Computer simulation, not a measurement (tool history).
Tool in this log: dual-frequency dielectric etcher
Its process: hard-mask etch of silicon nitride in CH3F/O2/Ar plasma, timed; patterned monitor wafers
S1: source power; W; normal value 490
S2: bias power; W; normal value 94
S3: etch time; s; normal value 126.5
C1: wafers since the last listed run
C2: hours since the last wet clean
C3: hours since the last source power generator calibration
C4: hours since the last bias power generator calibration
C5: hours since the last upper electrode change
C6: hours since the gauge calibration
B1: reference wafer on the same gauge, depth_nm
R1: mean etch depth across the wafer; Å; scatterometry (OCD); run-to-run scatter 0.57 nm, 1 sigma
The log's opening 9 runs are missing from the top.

run	day	S1	S2	S3	C1	C2	C3	C4	C5	C6	B1	R1
10	19.233	490	94	126.5	536	89.9	399.8	1592.1	264	3014.8	103.2	965
11	20.271	490	113	114	208	114.8	424.7	1617	288.9	3039.7	103.2	902
# day 20.325: gauge calibrated
12	22.633	490	94	126.5	475	171.5	481.4	1673.7	345.6	55.4	103.2	964
13	29.396	490	78	152	1361	333.8	643.7	1836	507.9	217.7	103.3	1122
14	31.558	390	103	160.5	435	385.7	695.6	1887.9	559.8	269.6	103.3	1178
15	34.408	490	94	126.5	573	454.1	764	1956.3	628.2	338	103.1	990
16	37.142	440	102	137	550	519.7	829.6	2021.9	693.8	403.6	103.4	1056
17	38.162	490	94	126.5	205	544.2	854.1	2046.4	718.3	428.1	103.3	1004
18	39.229	490	72	126.5	214	569.8	879.7	2072	743.9	453.7	103.1	952
# day 42: wet clean of the chamber
19	42.021	440	94	126.5	360	0.5	946.7	2139	810.9	520.7	103.3	916
20	44.267	550	94	126.5	452	54.4	1000.6	2192.9	864.8	574.6	103.2	999
21	45.925	490	94	126.5	333	94.2	1040.4	2232.7	904.6	614.4	103.4	951
# day 46.725: bias power generator calibrated
22	47.712	490	79	136.5	326	137.1	1083.3	23.7	947.5	657.3	103.2	999
23	50.596	490	94	126.5	580	206.3	1152.5	92.9	1016.7	726.5	103.3	975
24	52.842	490	94	126.5	452	260.2	1206.4	146.8	1070.6	780.4	103.3	969
25	55.154	490	108	144	465	315.7	1261.9	202.3	1126.1	835.9	103.2	1143
26	56.467	380	80	152	264	347.2	1293.4	233.8	1157.6	867.4	103.4	1033
27	58.854	590	112	160.5	480	404.5	1350.7	291.1	1214.9	924.7	103.4	1379
28	61.733	610	94	155	579	473.6	1419.8	360.2	1284	993.8	103.2	1332
# day 63.154: wet clean of the chamber
29	65.975	490	94	126.5	652	67.7	1521.6	462	1385.8	1095.6	103.2	973
30	69.417	380	94	126.5	693	150.3	1604.2	544.6	1468.4	1178.2	103.2	893

Forecast each of these 4 alternatives for the next run:
A	69.438	490	94	153.5	4	150.8	1604.7	545.1	1468.9	1178.7	?	?
B	69.438	400	106	126.5	4	150.8	1604.7	545.1	1468.9	1178.7	?	?
C	69.438	560	116	111.5	4	150.8	1604.7	545.1	1468.9	1178.7	?	?
D	69.438	390	94	114.5	4	150.8	1604.7	545.1	1468.9	1178.7	?	?

run	B1	R1
A	103.3	1183
B	103.3	932
C	103.3	947
D	103.3	813
Without the tool's unlogged condition, the same runs would have read:
run	R1
A	1159
B	913
C	927
D	796
